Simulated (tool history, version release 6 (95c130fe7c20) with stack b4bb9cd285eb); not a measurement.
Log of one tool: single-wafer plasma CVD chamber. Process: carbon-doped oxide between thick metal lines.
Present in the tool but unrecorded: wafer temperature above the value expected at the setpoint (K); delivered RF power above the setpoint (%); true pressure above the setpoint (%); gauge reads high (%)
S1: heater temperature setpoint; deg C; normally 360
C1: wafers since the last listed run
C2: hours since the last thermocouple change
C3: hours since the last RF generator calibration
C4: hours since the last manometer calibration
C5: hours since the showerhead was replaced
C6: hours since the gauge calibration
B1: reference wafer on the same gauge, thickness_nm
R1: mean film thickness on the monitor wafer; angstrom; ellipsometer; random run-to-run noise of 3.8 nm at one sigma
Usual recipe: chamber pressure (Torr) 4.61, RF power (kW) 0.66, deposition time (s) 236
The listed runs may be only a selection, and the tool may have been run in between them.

{"run": 1, "day": 0.0, "S1": 360, "chamber pressure (Torr)": 4.61, "RF power (kW)": 0.66, "deposition time (s)": 236, "C1": 0, "C2": 1294.8, "C3": 1302.5, "C4": 2909.4, "C5": 7.8, "C6": 312.2, "B1": 1400.02, "R1": 13932.03}
{"day": 0.217, "done": "gauge calibrated"}
{"run": 2, "day": 0.467, "S1": 360, "chamber pressure (Torr)": 4.61, "RF power (kW)": 0.66, "deposition time (s)": 236, "C1": 81, "C2": 1306, "C3": 1313.7, "C4": 2920.6, "C5": 19, "C6": 6, "B1": 1400.466, "R1": 14026.21}
{"run": 3, "day": 1.083, "S1": 360, "chamber pressure (Torr)": 3.72, "RF power (kW)": 0.625, "deposition time (s)": 236, "C1": 107, "C2": 1320.8, "C3": 1328.5, "C4": 2935.4, "C5": 33.8, "C6": 20.8, "B1": 1400.584, "R1": 12968.54}
{"day": 1.921, "done": "capacitance manometer re-zeroed and calibrated"}
{"run": 4, "day": 1.942, "S1": 360, "chamber pressure (Torr)": 4.61, "RF power (kW)": 0.66, "deposition time (s)": 236, "C1": 91, "C2": 1341.4, "C3": 1349.1, "C4": 0.5, "C5": 54.4, "C6": 41.4, "B1": 1400.156, "R1": 13988.78}
{"day": 2.325, "done": "RF generator calibrated"}
{"run": 5, "day": 2.346, "S1": 360, "chamber pressure (Torr)": 4.61, "RF power (kW)": 0.66, "deposition time (s)": 236, "C1": 12, "C2": 1351.1, "C3": 0.5, "C4": 10.2, "C5": 64.1, "C6": 51.1, "B1": 1399.479, "R1": 14415.7}
{"run": 6, "day": 3.717, "S1": 360, "chamber pressure (Torr)": 4.61, "RF power (kW)": 0.66, "deposition time (s)": 236, "C1": 239, "C2": 1384, "C3": 33.4, "C4": 43.1, "C5": 97, "C6": 84, "B1": 1400.563, "R1": 14339.03}
{"run": 7, "day": 4.296, "S1": 368, "chamber pressure (Torr)": 4.34, "RF power (kW)": 0.66, "deposition time (s)": 236, "C1": 101, "C2": 1397.9, "C3": 47.3, "C4": 57, "C5": 110.9, "C6": 97.9, "B1": 1398.668, "R1": 13876.89}
{"run": 8, "day": 4.779, "S1": 360, "chamber pressure (Torr)": 4.61, "RF power (kW)": 0.66, "deposition time (s)": 236, "C1": 84, "C2": 1409.5, "C3": 58.9, "C4": 68.6, "C5": 122.5, "C6": 109.5, "B1": 1399.942, "R1": 14361.4}
{"run": 9, "day": 5.196, "S1": 360, "chamber pressure (Torr)": 4.61, "RF power (kW)": 0.66, "deposition time (s)": 236, "C1": 72, "C2": 1419.5, "C3": 68.9, "C4": 78.6, "C5": 132.5, "C6": 119.5, "B1": 1398.995, "R1": 14318.16}
{"day": 5.808, "done": "thermocouple changed; heater temperature recalibrated"}
{"run": 10, "day": 5.829, "S1": 360, "chamber pressure (Torr)": 4.61, "RF power (kW)": 0.66, "deposition time (s)": 236, "C1": 52, "C2": 0.5, "C3": 84.1, "C4": 93.8, "C5": 147.7, "C6": 134.7, "B1": 1401.2, "R1": 14400.77}
{"run": 11, "day": 5.908, "S1": 350, "chamber pressure (Torr)": 3.95, "RF power (kW)": 0.66, "deposition time (s)": 273, "C1": 13, "C2": 2.4, "C3": 86, "C4": 95.7, "C5": 149.6, "C6": 136.6, "B1": 1398.102, "R1": 16429.9}
{"run": 12, "day": 6.362, "S1": 347, "chamber pressure (Torr)": 4.23, "RF power (kW)": 0.755, "deposition time (s)": 201, "C1": 79, "C2": 13.3, "C3": 96.9, "C4": 106.6, "C5": 160.5, "C6": 147.5, "B1": 1400.891, "R1": 13315.62}
{"run": 13, "day": 7.112, "S1": 372, "chamber pressure (Torr)": 3.68, "RF power (kW)": 0.565, "deposition time (s)": 257, "C1": 131, "C2": 31.3, "C3": 114.9, "C4": 124.6, "C5": 178.5, "C6": 165.5, "B1": 1400.376, "R1": 13392.57}
{"run": 14, "day": 7.467, "S1": 369, "chamber pressure (Torr)": 4.16, "RF power (kW)": 0.66, "deposition time (s)": 236, "C1": 61, "C2": 39.8, "C3": 123.4, "C4": 133.1, "C5": 187, "C6": 174, "B1": 1400.235, "R1": 13685.18}
{"run": 15, "day": 7.871, "S1": 360, "chamber pressure (Torr)": 5.01, "RF power (kW)": 0.555, "deposition time (s)": 236, "C1": 70, "C2": 49.5, "C3": 133.1, "C4": 142.8, "C5": 196.7, "C6": 183.7, "B1": 1399.907, "R1": 13339.27}
{"run": 16, "day": 8.612, "S1": 371, "chamber pressure (Torr)": 5.62, "RF power (kW)": 0.66, "deposition time (s)": 236, "C1": 129, "C2": 67.3, "C3": 150.9, "C4": 160.6, "C5": 214.5, "C6": 201.5, "B1": 1400.427, "R1": 14395.02}
{"run": 17, "day": 9.104, "S1": 347, "chamber pressure (Torr)": 4.23, "RF power (kW)": 0.755, "deposition time (s)": 201, "C1": 86, "C2": 79.1, "C3": 162.7, "C4": 172.4, "C5": 226.3, "C6": 213.3, "B1": 1401.419, "R1": 13225.61}
{"run": 18, "day": 9.492, "S1": 360, "chamber pressure (Torr)": 4.61, "RF power (kW)": 0.66, "deposition time (s)": 236, "C1": 67, "C2": 88.4, "C3": 172, "C4": 181.7, "C5": 235.6, "C6": 222.6, "B1": 1399.35, "R1": 14251.07}
{"run": 19, "day": 10.029, "S1": 360, "chamber pressure (Torr)": 4.61, "RF power (kW)": 0.66, "deposition time (s)": 236, "C1": 94, "C2": 101.3, "C3": 184.9, "C4": 194.6, "C5": 248.5, "C6": 235.5, "B1": 1398.284, "R1": 14246.67}
{"run": 20, "day": 10.679, "S1": 360, "chamber pressure (Torr)": 4.61, "RF power (kW)": 0.66, "deposition time (s)": 236, "C1": 113, "C2": 116.9, "C3": 200.5, "C4": 210.2, "C5": 264.1, "C6": 251.1, "B1": 1399.284, "R1": 14303.64}
{"run": 21, "day": 10.942, "S1": 360, "chamber pressure (Torr)": 4.61, "RF power (kW)": 0.66, "deposition time (s)": 236, "C1": 45, "C2": 123.2, "C3": 206.8, "C4": 216.5, "C5": 270.4, "C6": 257.4, "B1": 1401.215, "R1": 14182.66}
{"run": 22, "day": 11.258, "S1": 360, "chamber pressure (Torr)": 4.61, "RF power (kW)": 0.66, "deposition time (s)": 236, "C1": 55, "C2": 130.8, "C3": 214.4, "C4": 224.1, "C5": 278, "C6": 265, "B1": 1397.328, "R1": 14245.98}
{"day": 11.258, "done": "gauge calibrated"}
{"run": 23, "day": 11.929, "S1": 360, "chamber pressure (Torr)": 5.52, "RF power (kW)": 0.535, "deposition time (s)": 236, "C1": 117, "C2": 146.9, "C3": 230.5, "C4": 240.2, "C5": 294.1, "C6": 16.1, "B1": 1398.618, "R1": 13236.4}
{"run": 24, "day": 12.212, "S1": 360, "chamber pressure (Torr)": 3.83, "RF power (kW)": 0.66, "deposition time (s)": 236, "C1": 49, "C2": 153.7, "C3": 237.3, "C4": 247, "C5": 300.9, "C6": 22.9, "B1": 1399.823, "R1": 13715.67}
{"run": 25, "day": 12.762, "S1": 360, "chamber pressure (Torr)": 4.61, "RF power (kW)": 0.66, "deposition time (s)": 236, "C1": 96, "C2": 166.9, "C3": 250.5, "C4": 260.2, "C5": 314.1, "C6": 36.1, "B1": 1401.143, "R1": 14148.76}
{"run": 26, "day": 13.375, "S1": 356, "chamber pressure (Torr)": 3.83, "RF power (kW)": 0.66, "deposition time (s)": 236, "C1": 107, "C2": 181.6, "C3": 265.2, "C4": 274.9, "C5": 328.8, "C6": 50.8, "B1": 1400.823, "R1": 13821.52}
{"run": 27, "day": 13.754, "S1": 346, "chamber pressure (Torr)": 4.61, "RF power (kW)": 0.585, "deposition time (s)": 198, "C1": 66, "C2": 190.7, "C3": 274.3, "C4": 284, "C5": 337.9, "C6": 59.9, "B1": 1399.673, "R1": 11661.11}

Here are 5 independent what-if runs from the current tool condition. What would each one return?
{"run": "A", "day": 13.775, "S1": 360, "chamber pressure (Torr)": 4.61, "RF power (kW)": 0.66, "deposition time (s)": 236, "C1": 3, "C2": 191.2, "C3": 274.8, "C4": 284.5, "C5": 338.4, "C6": 60.4, "B1": "?", "R1": "?"}
{"run": "B", "day": 13.775, "S1": 360, "chamber pressure (Torr)": 4.92, "RF power (kW)": 0.71, "deposition time (s)": 236, "C1": 3, "C2": 191.2, "C3": 274.8, "C4": 284.5, "C5": 338.4, "C6": 60.4, "B1": "?", "R1": "?"}
{"run": "C", "day": 13.775, "S1": 360, "chamber pressure (Torr)": 4.61, "RF power (kW)": 0.66, "deposition time (s)": 268, "C1": 3, "C2": 191.2, "C3": 274.8, "C4": 284.5, "C5": 338.4, "C6": 60.4, "B1": "?", "R1": "?"}
{"run": "D", "day": 13.775, "S1": 360, "chamber pressure (Torr)": 4.61, "RF power (kW)": 0.66, "deposition time (s)": 248, "C1": 3, "C2": 191.2, "C3": 274.8, "C4": 284.5, "C5": 338.4, "C6": 60.4, "B1": "?", "R1": "?"}
{"run": "E", "day": 13.775, "S1": 367, "chamber pressure (Torr)": 5.03, "RF power (kW)": 0.66, "deposition time (s)": 236, "C1": 3, "C2": 191.2, "C3": 274.8, "C4": 284.5, "C5": 338.4, "C6": 60.4, "B1": "?", "R1": "?"}

run=A B1=1400.702 R1=14201.11
run=B B1=1400.702 R1=14954.67
run=C B1=1400.702 R1=16122.27
run=D B1=1400.702 R1=14921.54
run=E B1=1400.702 R1=14226.71
Take away the tool's hidden state, keep each run's random variation, and the runs would have read:
run=A R1=14416.09
run=B R1=15178.4
run=C R1=16366.34
run=D R1=15147.44
run=E R1=14442.08
